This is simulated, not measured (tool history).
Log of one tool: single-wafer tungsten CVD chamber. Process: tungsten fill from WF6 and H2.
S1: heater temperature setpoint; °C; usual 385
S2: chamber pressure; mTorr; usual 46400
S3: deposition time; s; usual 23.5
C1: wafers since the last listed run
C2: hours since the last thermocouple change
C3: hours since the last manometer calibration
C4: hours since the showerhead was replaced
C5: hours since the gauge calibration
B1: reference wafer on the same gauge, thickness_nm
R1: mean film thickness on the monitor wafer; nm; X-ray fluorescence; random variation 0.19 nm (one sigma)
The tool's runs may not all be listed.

{"run": 1, "hour": 0.0, "S1": 385, "S2": 46400, "S3": 23.5, "C1": 0, "C2": 1276.1, "C3": 918.6, "C4": 7146.1, "C5": 148.3, "B1": 71.862, "R1": 63.894}
{"run": 2, "hour": 19.3, "S1": 385, "S2": 46400, "S3": 23.5, "C1": 255, "C2": 1295.4, "C3": 937.9, "C4": 7165.4, "C5": 167.6, "B1": 71.788, "R1": 63.653}
{"run": 3, "hour": 43.9, "S1": 385, "S2": 46400, "S3": 23.5, "C1": 326, "C2": 1320.0, "C3": 962.5, "C4": 7190.0, "C5": 192.2, "B1": 71.75, "R1": 64.018}
{"run": 4, "hour": 64.8, "S1": 385, "S2": 46400, "S3": 23.5, "C1": 276, "C2": 1340.9, "C3": 983.4, "C4": 7210.9, "C5": 213.1, "B1": 71.712, "R1": 64.013}
{"run": 5, "hour": 80.0, "S1": 381, "S2": 46400, "S3": 23.5, "C1": 201, "C2": 1356.1, "C3": 998.6, "C4": 7226.1, "C5": 228.3, "B1": 71.886, "R1": 59.244}
{"run": 6, "hour": 101.8, "S1": 381, "S2": 46400, "S3": 23.5, "C1": 288, "C2": 1377.9, "C3": 1020.4, "C4": 7247.9, "C5": 250.1, "B1": 71.903, "R1": 59.591}
{"run": 7, "hour": 137.5, "S1": 385, "S2": 46400, "S3": 23.5, "C1": 473, "C2": 1413.6, "C3": 1056.1, "C4": 7283.6, "C5": 285.8, "B1": 71.729, "R1": 63.657}
{"run": 8, "hour": 168.1, "S1": 385, "S2": 46400, "S3": 23.5, "C1": 405, "C2": 1444.2, "C3": 1086.7, "C4": 7314.2, "C5": 316.4, "B1": 71.734, "R1": 63.747}
{"run": 9, "hour": 187.3, "S1": 376, "S2": 46400, "S3": 23.5, "C1": 254, "C2": 1463.4, "C3": 1105.9, "C4": 7333.4, "C5": 335.6, "B1": 71.83, "R1": 54.676}
{"run": 10, "hour": 202.7, "S1": 385, "S2": 46400, "S3": 23.5, "C1": 204, "C2": 1478.8, "C3": 1121.3, "C4": 7348.8, "C5": 351.0, "B1": 71.787, "R1": 63.806}
{"run": 11, "hour": 225.3, "S1": 385, "S2": 46400, "S3": 23.5, "C1": 299, "C2": 1501.4, "C3": 1143.9, "C4": 7371.4, "C5": 373.6, "B1": 71.764, "R1": 64.097}
{"hour": 247.8, "done": "gauge calibrated"}
{"run": 12, "hour": 251.9, "S1": 385, "S2": 46400, "S3": 23.5, "C1": 352, "C2": 1528.0, "C3": 1170.5, "C4": 7398.0, "C5": 4.1, "B1": 71.827, "R1": 64.134}
{"run": 13, "hour": 272.3, "S1": 385, "S2": 46400, "S3": 23.5, "C1": 270, "C2": 1548.4, "C3": 1190.9, "C4": 7418.4, "C5": 24.5, "B1": 71.803, "R1": 64.257}
{"run": 14, "hour": 298.7, "S1": 385, "S2": 46400, "S3": 23.5, "C1": 349, "C2": 1574.8, "C3": 1217.3, "C4": 7444.8, "C5": 50.9, "B1": 71.837, "R1": 64.069}
{"hour": 317.1, "done": "capacitance manometer re-zeroed and calibrated"}
{"run": 15, "hour": 330.5, "S1": 385, "S2": 46400, "S3": 23.5, "C1": 315, "C2": 1606.6, "C3": 13.4, "C4": 7476.6, "C5": 82.7, "B1": 71.739, "R1": 64.035}
{"run": 16, "hour": 359.3, "S1": 385, "S2": 46400, "S3": 23.5, "C1": 381, "C2": 1635.4, "C3": 42.2, "C4": 7505.4, "C5": 111.5, "B1": 71.809, "R1": 64.395}
{"hour": 379.0, "done": "thermocouple changed; heater temperature recalibrated"}
{"run": 17, "hour": 384.1, "S1": 385, "S2": 37300, "S3": 21.8, "C1": 222, "C2": 5.1, "C3": 67.0, "C4": 7530.2, "C5": 136.3, "B1": 71.804, "R1": 52.477}
{"run": 18, "hour": 412.1, "S1": 394, "S2": 42800, "S3": 27.7, "C1": 371, "C2": 33.1, "C3": 95.0, "C4": 7558.2, "C5": 164.3, "B1": 71.781, "R1": 81.685}
{"run": 19, "hour": 444.2, "S1": 385, "S2": 46400, "S3": 23.5, "C1": 425, "C2": 65.2, "C3": 127.1, "C4": 7590.3, "C5": 196.4, "B1": 71.769, "R1": 60.814}
{"hour": 463.9, "done": "showerhead replaced"}
{"run": 20, "hour": 464.4, "S1": 394, "S2": 43500, "S3": 21.9, "C1": 161, "C2": 85.4, "C3": 147.3, "C4": 0.5, "C5": 216.6, "B1": 71.807, "R1": 64.749}
{"run": 21, "hour": 476.1, "S1": 391, "S2": 53700, "S3": 21.6, "C1": 155, "C2": 97.1, "C3": 159.0, "C4": 12.2, "C5": 228.3, "B1": 71.822, "R1": 65.405}
{"run": 22, "hour": 507.8, "S1": 371, "S2": 56600, "S3": 22.2, "C1": 420, "C2": 128.8, "C3": 190.7, "C4": 43.9, "C5": 260.0, "B1": 71.816, "R1": 48.086}
{"run": 23, "hour": 520.5, "S1": 381, "S2": 46400, "S3": 23.5, "C1": 168, "C2": 141.5, "C3": 203.4, "C4": 56.6, "C5": 272.7, "B1": 71.833, "R1": 57.007}
{"run": 24, "hour": 542.8, "S1": 370, "S2": 56800, "S3": 24.8, "C1": 295, "C2": 163.8, "C3": 225.7, "C4": 78.9, "C5": 295.0, "B1": 71.805, "R1": 52.736}
{"run": 25, "hour": 557.1, "S1": 376, "S2": 38700, "S3": 21.4, "C1": 189, "C2": 178.1, "C3": 240.0, "C4": 93.2, "C5": 309.3, "B1": 71.801, "R1": 44.505}
{"run": 26, "hour": 585.1, "S1": 395, "S2": 51400, "S3": 24.7, "C1": 371, "C2": 206.1, "C3": 268.0, "C4": 121.2, "C5": 337.3, "B1": 71.731, "R1": 79.616}
{"hour": 597.0, "done": "gauge calibrated"}
{"run": 27, "hour": 606.7, "S1": 385, "S2": 50900, "S3": 28.0, "C1": 286, "C2": 227.7, "C3": 289.6, "C4": 142.8, "C5": 9.7, "B1": 71.802, "R1": 75.583}
{"run": 28, "hour": 624.8, "S1": 385, "S2": 52500, "S3": 19.4, "C1": 239, "C2": 245.8, "C3": 307.7, "C4": 160.9, "C5": 27.8, "B1": 71.849, "R1": 53.028}
{"run": 29, "hour": 651.9, "S1": 371, "S2": 46400, "S3": 25.1, "C1": 359, "C2": 272.9, "C3": 334.8, "C4": 188.0, "C5": 54.9, "B1": 71.849, "R1": 50.976}
{"run": 30, "hour": 670.2, "S1": 385, "S2": 57200, "S3": 19.3, "C1": 242, "C2": 291.2, "C3": 353.1, "C4": 206.3, "C5": 73.2, "B1": 71.84, "R1": 54.344}
{"run": 31, "hour": 682.7, "S1": 378, "S2": 46400, "S3": 23.5, "C1": 165, "C2": 303.7, "C3": 365.6, "C4": 218.8, "C5": 85.7, "B1": 71.829, "R1": 54.477}
{"run": 32, "hour": 718.3, "S1": 385, "S2": 46400, "S3": 23.5, "C1": 471, "C2": 339.3, "C3": 401.2, "C4": 254.4, "C5": 121.3, "B1": 71.843, "R1": 61.257}

Hidden state at the last listed run before each entry between runs and at the first one after, where it differs:
Between runs 11 and 12: gauge calibrated (hour 247.8)
  wafer temperature above the value expected at the setpoint (K): 2.88 -> 2.93
  measured less the result without the state, R1: +3.128 -> +3.181 nm
Between runs 14 and 15: capacitance manometer re-zeroed and calibrated (hour 317.1)
  wafer temperature above the value expected at the setpoint (K): 3.01 -> 3.07
  measured less the result without the state, R1: +3.271 -> +3.332 nm
Between runs 16 and 17: thermocouple changed; heater temperature recalibrated (hour 379.0)
  wafer temperature above the value expected at the setpoint (K): 3.13 -> -0.0889
  measured less the result without the state, R1: +3.406 -> -0.081 nm
Between runs 19 and 20: showerhead replaced (hour 463.9)
  wafer temperature above the value expected at the setpoint (K): 0.0232 -> 0.0609
  measured less the result without the state, R1: +0.025 -> +0.066 nm
Between runs 26 and 27: gauge calibrated (hour 597.0)
  wafer temperature above the value expected at the setpoint (K): 0.286 -> 0.327
  measured less the result without the state, R1: +0.378 -> +0.429 nm

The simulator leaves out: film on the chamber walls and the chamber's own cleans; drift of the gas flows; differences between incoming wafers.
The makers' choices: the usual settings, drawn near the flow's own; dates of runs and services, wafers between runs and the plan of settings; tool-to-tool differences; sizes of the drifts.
